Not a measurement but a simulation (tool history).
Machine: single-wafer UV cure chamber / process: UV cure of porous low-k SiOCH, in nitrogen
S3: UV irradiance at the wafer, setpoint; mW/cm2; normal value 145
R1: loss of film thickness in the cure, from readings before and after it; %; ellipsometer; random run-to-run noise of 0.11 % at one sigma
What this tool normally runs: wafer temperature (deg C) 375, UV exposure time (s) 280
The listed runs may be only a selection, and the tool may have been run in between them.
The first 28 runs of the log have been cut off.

{"run": 29, "hour": 374.8, "wafer temperature (deg C)": 381, "UV exposure time (s)": 415, "S3": 157, "R1": 15.475}
{"run": 30, "hour": 387.8, "wafer temperature (deg C)": 394, "UV exposure time (s)": 280, "S3": 145, "R1": 13.866}
{"run": 31, "hour": 405.3, "wafer temperature (deg C)": 362, "UV exposure time (s)": 280, "S3": 183, "R1": 13.95}
{"run": 32, "hour": 416.6, "wafer temperature (deg C)": 365, "UV exposure time (s)": 215, "S3": 156, "R1": 11.968}
{"run": 33, "hour": 425.5, "wafer temperature (deg C)": 375, "UV exposure time (s)": 420, "S3": 130, "R1": 14.585}
{"run": 34, "hour": 439.4, "wafer temperature (deg C)": 375, "UV exposure time (s)": 280, "S3": 145, "R1": 12.867}
{"run": 35, "hour": 450.4, "wafer temperature (deg C)": 395, "UV exposure time (s)": 280, "S3": 129, "R1": 12.605}
{"run": 36, "hour": 466.6, "wafer temperature (deg C)": 375, "UV exposure time (s)": 280, "S3": 177, "R1": 13.518}
{"hour": 488.5, "done": "quartz window cleaned"}
{"run": 37, "hour": 489.0, "wafer temperature (deg C)": 375, "UV exposure time (s)": 280, "S3": 145, "R1": 13.37}
{"run": 38, "hour": 493.6, "wafer temperature (deg C)": 375, "UV exposure time (s)": 190, "S3": 176, "R1": 12.699}

Here are 5 independent what-if runs from the current tool condition. What would each one return?
{"run": "A", "hour": 494.1, "wafer temperature (deg C)": 375, "UV exposure time (s)": 280, "S3": 145, "R1": "?"}
{"run": "B", "hour": 494.1, "wafer temperature (deg C)": 394, "UV exposure time (s)": 410, "S3": 145, "R1": "?"}
{"run": "C", "hour": 494.1, "wafer temperature (deg C)": 366, "UV exposure time (s)": 280, "S3": 145, "R1": "?"}
{"run": "D", "hour": 494.1, "wafer temperature (deg C)": 392, "UV exposure time (s)": 280, "S3": 178, "R1": "?"}
{"run": "E", "hour": 494.1, "wafer temperature (deg C)": 388, "UV exposure time (s)": 325, "S3": 107, "R1": "?"}

run=A R1=13.525
run=B R1=15.678
run=C R1=13.350
run=D R1=14.807
run=E R1=13.053
With no hidden state in the tool, these same runs would have given:
run=A R1=14.155
run=B R1=16.319
run=C R1=13.978
run=D R1=15.445
run=E R1=13.679
